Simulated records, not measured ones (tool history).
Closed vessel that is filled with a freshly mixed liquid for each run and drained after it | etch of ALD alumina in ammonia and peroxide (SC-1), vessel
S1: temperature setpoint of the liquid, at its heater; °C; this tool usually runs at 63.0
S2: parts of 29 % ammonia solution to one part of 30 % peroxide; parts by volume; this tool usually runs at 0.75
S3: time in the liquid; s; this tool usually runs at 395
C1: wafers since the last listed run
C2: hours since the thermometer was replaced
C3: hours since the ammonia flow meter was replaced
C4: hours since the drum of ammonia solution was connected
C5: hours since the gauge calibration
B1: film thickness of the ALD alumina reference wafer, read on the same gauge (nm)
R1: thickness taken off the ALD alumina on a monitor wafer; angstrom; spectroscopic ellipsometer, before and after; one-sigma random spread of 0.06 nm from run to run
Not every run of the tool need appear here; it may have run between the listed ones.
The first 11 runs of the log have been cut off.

-- day=20.142 thermometer replaced
run 12 day=21.938 | S1=63.0 S2=0.75 S3=395 | C1=7180 C2=43.1 C3=322.6 C4=161.6 C5=1748.4 | B1=149.98 | R1=250.1
run 13 day=23.658 | S1=67.5 S2=0.75 S3=395 | C1=4304 C2=84.4 C3=363.9 C4=202.9 C5=1789.7 | B1=150.02 | R1=314.3
run 14 day=26.338 | S1=63.0 S2=1.05 S3=395 | C1=6701 C2=148.7 C3=428.2 C4=267.2 C5=1854.0 | B1=150.03 | R1=258.4
run 15 day=27.488 | S1=63.0 S2=0.75 S3=395 | C1=2876 C2=176.3 C3=455.8 C4=294.8 C5=1881.6 | B1=150.02 | R1=250.0
-- day=29.671 gauge calibrated
run 16 day=29.892 | S1=69.0 S2=0.75 S3=505 | C1=6013 C2=234.0 C3=513.5 C4=352.5 C5=5.3 | B1=150.04 | R1=430.0
run 17 day=32.117 | S1=63.0 S2=0.75 S3=395 | C1=5565 C2=287.4 C3=566.9 C4=405.9 C5=58.7 | B1=150.00 | R1=251.5
run 18 day=34.233 | S1=63.0 S2=0.50 S3=180 | C1=5294 C2=338.2 C3=617.7 C4=456.7 C5=109.5 | B1=150.01 | R1=110.3
run 19 day=35.446 | S1=53.5 S2=0.35 S3=395 | C1=3032 C2=367.3 C3=646.8 C4=485.8 C5=138.6 | B1=150.01 | R1=142.6
run 20 day=38.321 | S1=63.0 S2=0.75 S3=395 | C1=7190 C2=436.3 C3=715.8 C4=554.8 C5=207.6 | B1=150.05 | R1=250.7
run 21 day=39.696 | S1=63.0 S2=0.75 S3=395 | C1=3439 C2=469.3 C3=748.8 C4=587.8 C5=240.6 | B1=149.98 | R1=250.6

For run 22, what comes out?
-- day=40.808 ammonia flow meter replaced
run 22 day=40.854 | S1=63.0 S2=0.75 S3=460 | C1=2792 C2=497.1 C3=1.1 C4=615.6 C5=268.4 | B1=? | R1=?

Logged for run 22: B1 149.99, R1 289.7 angstrom.
With no hidden state in the tool, this same run would have given R1 292.4 angstrom.
